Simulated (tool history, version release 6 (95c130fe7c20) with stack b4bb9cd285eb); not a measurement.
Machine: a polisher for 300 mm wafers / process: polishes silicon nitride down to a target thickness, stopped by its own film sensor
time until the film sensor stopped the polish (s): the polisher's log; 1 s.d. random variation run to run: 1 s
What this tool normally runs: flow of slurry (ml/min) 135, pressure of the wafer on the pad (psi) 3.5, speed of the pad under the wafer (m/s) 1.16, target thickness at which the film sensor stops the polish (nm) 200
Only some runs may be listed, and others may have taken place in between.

run,day,flow of slurry (ml/min),pressure of the wafer on the pad (psi),speed of the pad under the wafer (m/s),target thickness at which the film sensor stops the polish (nm),wafers since the last listed run,wafers polished on this pad,hours since the slurry nozzle was cleaned,hours since the head pressure was calibrated,"incoming thickness of the incoming film, nm",time until the film sensor stopped the polish (s)
1,0.000,135,3.5,1.16,200,0,780,601.3,1351.7,329.3,77.4
2,0.362,135,4.3,1.46,200,68,849,610.0,1360.4,328.3,54.5
3,0.808,135,4.3,1.46,200,83,932,620.7,1371.1,326.1,54.1
# day 0.996: worn pad replaced by a new one
4,1.429,120,3.5,1.16,200,85,81,635.6,1386.0,323.8,72.4
5,2.442,120,3.5,1.16,200,190,271,659.9,1410.3,326.1,73.0
6,2.771,120,3.5,1.16,200,61,333,667.8,1418.2,326.0,73.7
7,3.338,135,3.5,1.40,200,106,439,681.4,1431.8,329.1,64.2
8,3.892,135,3.5,1.42,200,104,543,694.7,1445.1,327.3,64.1
9,4.446,135,3.5,1.16,200,104,648,708.0,1458.4,329.2,78.6
10,4.858,135,3.5,1.16,200,77,725,717.9,1468.3,330.1,76.9
11,5.146,135,3.5,1.16,200,53,779,724.8,1475.2,328.6,78.9
12,5.467,160,3.0,0.88,177,60,839,732.5,1482.9,330.2,130.8
# day 5.746: worn pad replaced by a new one
# day 5.875: slurry nozzle cleaned
13,5.979,175,4.0,0.94,200,57,35,2.5,1495.2,331.3,74.1
14,6.417,135,3.5,1.16,168,82,118,13.0,1505.7,325.2,86.4

Run 15 comes next. What will it give?
15,7.146,135,3.5,1.16,161,136,255,30.5,1523.2,336.1,?

time until the film sensor stopped the polish (s): 97.7
If the tool had no hidden condition, the same run with the same run-to-run variation would have returned time until the film sensor stopped the polish (s) 93.7.

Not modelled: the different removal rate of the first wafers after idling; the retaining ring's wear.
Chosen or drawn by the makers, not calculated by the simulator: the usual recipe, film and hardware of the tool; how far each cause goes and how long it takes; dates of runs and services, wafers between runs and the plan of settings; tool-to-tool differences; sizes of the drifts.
